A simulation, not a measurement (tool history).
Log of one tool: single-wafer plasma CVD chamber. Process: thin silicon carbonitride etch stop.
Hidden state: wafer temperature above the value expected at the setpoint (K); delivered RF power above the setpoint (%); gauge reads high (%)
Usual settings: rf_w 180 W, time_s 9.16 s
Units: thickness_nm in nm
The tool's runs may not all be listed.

run,hour,rf_w,time_s,wafers since the last listed run,hours since the last thermocouple change,hours since the last RF generator calibration,hours since the showerhead was replaced,hours since the gauge calibration,"read-back reference wafer on the same gauge, thickness_nm",thickness_nm
1,0,200,9.16,0,1062.9,1571.2,5990.7,634.1,5.79,5.234
2,30.4,180,10.34,624,1093.3,1601.6,6021.1,664.5,5.791,5.787
3,47.1,180,10,342,1110,1618.3,6037.8,681.2,5.79,5.593
# hour 81.5: gauge calibrated
4,83.2,180,10,741,1146.1,1654.4,6073.9,1.7,5.791,5.576
5,95.5,205,9.16,252,1158.4,1666.7,6086.2,14,5.792,5.267
6,122.8,170,9.16,560,1185.7,1694,6113.5,41.3,5.791,5.046
7,167.7,170,9.16,922,1230.6,1738.9,6158.4,86.2,5.79,5.049
8,179.7,180,9.16,246,1242.6,1750.9,6170.4,98.2,5.789,5.13
9,188.6,180,9.16,182,1251.5,1759.8,6179.3,107.1,5.79,5.124
10,204.6,180,9.16,328,1267.5,1775.8,6195.3,123.1,5.788,5.111
11,214.4,180,9.16,201,1277.3,1785.6,6205.1,132.9,5.789,5.106
12,228.5,180,9.16,289,1291.4,1799.7,6219.2,147,5.792,5.117
13,237,145,7.57,174,1299.9,1808.2,6227.7,155.5,5.788,4.035
# hour 247.2: thermocouple changed; heater temperature recalibrated
14,254.2,180,9.16,188,7,1825.4,6244.9,172.7,5.792,5.117
15,268.1,180,9.16,285,20.9,1839.3,6258.8,186.6,5.791,5.113
# hour 284.9: showerhead replaced
16,285.6,165,7.68,195,38.4,1856.8,0.7,204.1,5.79,4.21
# hour 294.3: RF generator calibrated
17,304.7,165,9.91,227,57.5,10.4,19.8,223.2,5.79,5.528
18,321.6,195,10.86,347,74.4,27.3,36.7,240.1,5.788,6.285
19,335.1,180,9.16,277,87.9,40.8,50.2,253.6,5.791,5.19
20,342.3,180,10.8,147,95.1,48,57.4,260.8,5.791,6.136
21,350.8,180,9.94,174,103.6,56.5,65.9,269.3,5.79,5.633
22,362.3,180,10.25,236,115.1,68,77.4,280.8,5.79,5.799
23,378.3,180,9.16,328,131.1,84,93.4,296.8,5.792,5.177
24,385.3,180,7.49,143,138.1,91,100.4,303.8,5.79,4.24
25,396.1,165,7.44,221,148.9,101.8,111.2,314.6,5.788,4.144
26,405.2,155,10.56,186,158,110.9,120.3,323.7,5.79,5.791
27,412.4,210,10.62,147,165.2,118.1,127.5,330.9,5.791,6.221
28,423.2,180,9.16,221,176,128.9,138.3,341.7,5.791,5.182
29,435.2,180,9.16,246,188,140.9,150.3,353.7,5.791,5.181
30,473.7,205,10.34,790,226.5,179.4,188.8,392.2,5.791,6.016
31,480,180,9.16,129,232.8,185.7,195.1,398.5,5.791,5.167
32,487.7,165,9.91,158,240.5,193.4,202.8,406.2,5.791,5.495
33,501.9,210,10.62,291,254.7,207.6,217,420.4,5.79,6.21
34,513.9,150,9.68,246,266.7,219.6,229,432.4,5.79,5.26
35,525.8,180,9.16,244,278.6,231.5,240.9,444.3,5.789,5.183

Forecast each of these 5 alternatives for the next run:
A,526.2,180,9.16,8,279,231.9,241.3,444.7,?,?
B,526.2,195,8.41,8,279,231.9,241.3,444.7,?,?
C,526.2,195,9.81,8,279,231.9,241.3,444.7,?,?
D,526.2,180,10.67,8,279,231.9,241.3,444.7,?,?
E,526.2,170,10.85,8,279,231.9,241.3,444.7,?,?

run,"read-back reference wafer on the same gauge, thickness_nm",thickness_nm
A,5.791,5.171
B,5.791,4.831
C,5.791,5.635
D,5.791,6.023
E,5.791,6.051
Without the tool's hidden state the same runs would have given:
run,thickness_nm
A,5.206
B,4.863
C,5.673
D,6.064
E,6.092

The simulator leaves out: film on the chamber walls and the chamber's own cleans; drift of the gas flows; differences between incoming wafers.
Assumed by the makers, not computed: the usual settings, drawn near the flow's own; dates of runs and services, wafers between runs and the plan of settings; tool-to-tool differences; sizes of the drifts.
